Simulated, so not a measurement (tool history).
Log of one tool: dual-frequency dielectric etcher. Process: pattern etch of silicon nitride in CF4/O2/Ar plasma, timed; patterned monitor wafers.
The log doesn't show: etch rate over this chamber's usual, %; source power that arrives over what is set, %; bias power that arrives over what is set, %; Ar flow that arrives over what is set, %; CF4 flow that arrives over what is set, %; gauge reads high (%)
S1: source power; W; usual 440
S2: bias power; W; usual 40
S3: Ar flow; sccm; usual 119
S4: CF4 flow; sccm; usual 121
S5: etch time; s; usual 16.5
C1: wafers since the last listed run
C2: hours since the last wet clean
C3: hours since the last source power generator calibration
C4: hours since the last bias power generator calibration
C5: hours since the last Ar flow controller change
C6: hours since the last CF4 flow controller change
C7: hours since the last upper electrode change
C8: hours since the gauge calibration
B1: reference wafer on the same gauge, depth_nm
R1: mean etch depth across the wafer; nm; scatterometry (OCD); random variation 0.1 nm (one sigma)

run   hour   S1  S2   S3   S4    S5   C1     C2      C3      C4      C5      C6      C7     C8     B1     R1
  1    0.0  440  36  119  121  16.5    0  244.3  2611.6  3735.6  3312.6  4222.0  2248.7  269.7  31.40  25.07
  2   12.4  440  36  119  121  16.5  164  256.7  2624.0  3748.0  3325.0  4234.4  2261.1  282.1  31.48  25.07
  3   38.6  440  40  119  121  16.5  347  282.9  2650.2  3774.2  3351.2  4260.6  2287.3  308.3  31.53  26.50
  4   55.6  440  40  119  121  14.5  225  299.9  2667.2  3791.2  3368.2  4277.6  2304.3  325.3  31.55  23.14
  5   88.1  440  40  119  121  14.5  431  332.4  2699.7  3823.7  3400.7  4310.1  2336.8  357.8  31.61  23.41
     106.7  -- gauge calibrated
  6  120.5  440  40  119  121  16.5  430  364.8  2732.1  3856.1  3433.1  4342.5  2369.2   13.8  31.17  26.10
  7  134.9  440  40  119  121  16.5  191  379.2  2746.5  3870.5  3447.5  4356.9  2383.6   28.2  31.15  26.16
  8  163.9  440  40  119  121  16.5  384  408.2  2775.5  3899.5  3476.5  4385.9  2412.6   57.2  31.23  26.27
  9  185.4  440  40  119   98  16.5  285  429.7  2797.0  3921.0  3498.0  4407.4  2434.1   78.7  31.20  25.73
 10  215.4  440  36  106  102  16.5  398  459.7  2827.0  3951.0  3528.0  4437.4  2464.1  108.7  31.21  24.83
     250.6  -- upper electrode replaced
     265.5  -- wet clean of the chamber
 11  266.0  440  33  104  121  16.5  155    0.5  2877.6  4001.6  3578.6  4488.0    15.4  159.3  31.20  24.18
 12  266.3  350  40  138  130  16.5    3    0.8  2877.9  4001.9  3578.9  4488.3    15.7  159.6  31.28  22.07
 13  280.8  510  40  119  121  16.5  192   15.3  2892.4  4016.4  3593.4  4502.8    30.2  174.1  31.31  29.29
     292.8  -- bias power generator calibrated
 14  307.2  440  46  111  121  16.5  297   41.7  2918.8    14.4  3619.8  4529.2    56.6  200.5  31.27  28.11
     326.3  -- Ar flow controller replaced
 15  329.6  500  48  119  121  16.5  217   64.1  2941.2    36.8     3.3  4551.6    79.0  222.9  31.32  31.54
     342.8  -- source power generator calibrated
     342.9  -- CF4 flow controller replaced
 16  345.0  440  40  119  121  16.5  150   79.5     2.2    52.2    18.7     2.1    94.4  238.3  31.36  26.21
 17  368.4  440  40  140  105  20.5  310  102.9    25.6    75.6    42.1    25.5   117.8  261.7  31.42  31.55
 18  387.4  440  40  119  111  16.5  252  121.9    44.6    94.6    61.1    44.5   136.8  280.7  31.39  26.09
 19  406.9  350  40  109  121  18.5  258  141.4    64.1   114.1    80.6    64.0   156.3  300.2  31.47  25.23
 20  434.4  440  40  135  121  16.5  365  168.9    91.6   141.6   108.1    91.5   183.8  327.7  31.48  26.08
 21  458.2  360  40  104   96  16.5  315  192.7   115.4   165.4   131.9   115.3   207.6  351.5  31.54  22.51
 22  470.9  440  40  119  121  16.5  168  205.4   128.1   178.1   144.6   128.0   220.3  364.2  31.60  26.33

Hidden state or all else? Some run-to-run changes of R1, split into what the settings, what came in and random variation would give without the hidden state, and what is left for the hidden state (with any gauge scatter that isn't in both results):
Run 5 -> 6: S5 14.5 -> 16.5, gauge calibrated. R1 +2.69 nm: hidden state -0.33, all else +3.02.
Run 12 -> 13: S1 350 -> 510, S3 138 -> 119, S4 130 -> 121. R1 +7.22 nm: hidden state +0.03, all else +7.19.
Run 17 -> 18: S3 140 -> 119, S4 105 -> 111, S5 20.5 -> 16.5. R1 -5.46 nm: hidden state -0.01, all else -5.45.
Run 21 -> 22: S1 360 -> 440, S3 104 -> 119, S4 96 -> 121. R1 +3.82 nm: hidden state +0.07, all else +3.75.

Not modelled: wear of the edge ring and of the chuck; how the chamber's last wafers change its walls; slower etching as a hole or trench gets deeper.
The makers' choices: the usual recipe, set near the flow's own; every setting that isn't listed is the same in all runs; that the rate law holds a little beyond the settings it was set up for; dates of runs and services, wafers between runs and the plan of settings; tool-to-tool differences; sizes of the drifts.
